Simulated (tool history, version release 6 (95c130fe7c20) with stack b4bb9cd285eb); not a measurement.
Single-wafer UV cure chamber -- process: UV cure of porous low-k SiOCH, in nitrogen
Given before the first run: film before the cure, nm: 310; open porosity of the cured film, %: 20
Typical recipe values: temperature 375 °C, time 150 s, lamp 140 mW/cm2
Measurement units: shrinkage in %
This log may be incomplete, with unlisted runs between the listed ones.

{"run": 1, "day": 0.0, "temperature": 388, "time": 170, "lamp": 140, "shrinkage": 11.771}
{"run": 2, "day": 0.467, "temperature": 388, "time": 170, "lamp": 140, "shrinkage": 11.879}
{"run": 3, "day": 1.029, "temperature": 388, "time": 170, "lamp": 140, "shrinkage": 11.503}
{"run": 4, "day": 1.279, "temperature": 375, "time": 150, "lamp": 140, "shrinkage": 10.738}
{"run": 5, "day": 1.788, "temperature": 375, "time": 150, "lamp": 140, "shrinkage": 11.047}
{"run": 6, "day": 2.438, "temperature": 375, "time": 150, "lamp": 140, "shrinkage": 10.856}
{"day": 3.088, "done": "UV bulbs replaced"}
{"run": 7, "day": 3.446, "temperature": 375, "time": 150, "lamp": 140, "shrinkage": 10.603}
{"run": 8, "day": 3.758, "temperature": 375, "time": 150, "lamp": 140, "shrinkage": 10.611}
{"day": 4.121, "done": "quartz window cleaned"}
{"run": 9, "day": 4.404, "temperature": 375, "time": 150, "lamp": 140, "shrinkage": 10.033}
{"run": 10, "day": 4.779, "temperature": 375, "time": 150, "lamp": 140, "shrinkage": 9.938}
{"run": 11, "day": 5.104, "temperature": 384, "time": 195, "lamp": 124, "shrinkage": 10.746}
{"day": 6.483, "done": "quartz window cleaned, repeated, since the last time left the tool worse"}
{"run": 12, "day": 6.838, "temperature": 375, "time": 150, "lamp": 140, "shrinkage": 11.53}
{"run": 13, "day": 7.45, "temperature": 375, "time": 80, "lamp": 164, "shrinkage": 9.448}
{"run": 14, "day": 7.854, "temperature": 375, "time": 95, "lamp": 140, "shrinkage": 9.269}
{"run": 15, "day": 8.246, "temperature": 361, "time": 190, "lamp": 140, "shrinkage": 12.175}
{"run": 16, "day": 8.712, "temperature": 375, "time": 195, "lamp": 130, "shrinkage": 12.514}
{"run": 17, "day": 9.375, "temperature": 375, "time": 225, "lamp": 105, "shrinkage": 11.879}
{"run": 18, "day": 9.654, "temperature": 375, "time": 150, "lamp": 110, "shrinkage": 10.203}

3 ways to go on from here, each from the tool as it stands after run 18. What would each give?
{"run": "A", "day": 9.675, "temperature": 375, "time": 105, "lamp": 140, "shrinkage": "?"}
{"run": "B", "day": 9.675, "temperature": 391, "time": 110, "lamp": 114, "shrinkage": "?"}
{"run": "C", "day": 9.675, "temperature": 361, "time": 225, "lamp": 103, "shrinkage": "?"}

run=A shrinkage=9.494
run=B shrinkage=9.083
run=C shrinkage=11.269
Had the tool no hidden state, the same runs would have come out as:
run=A shrinkage=9.598
run=B shrinkage=9.186
run=C shrinkage=11.378
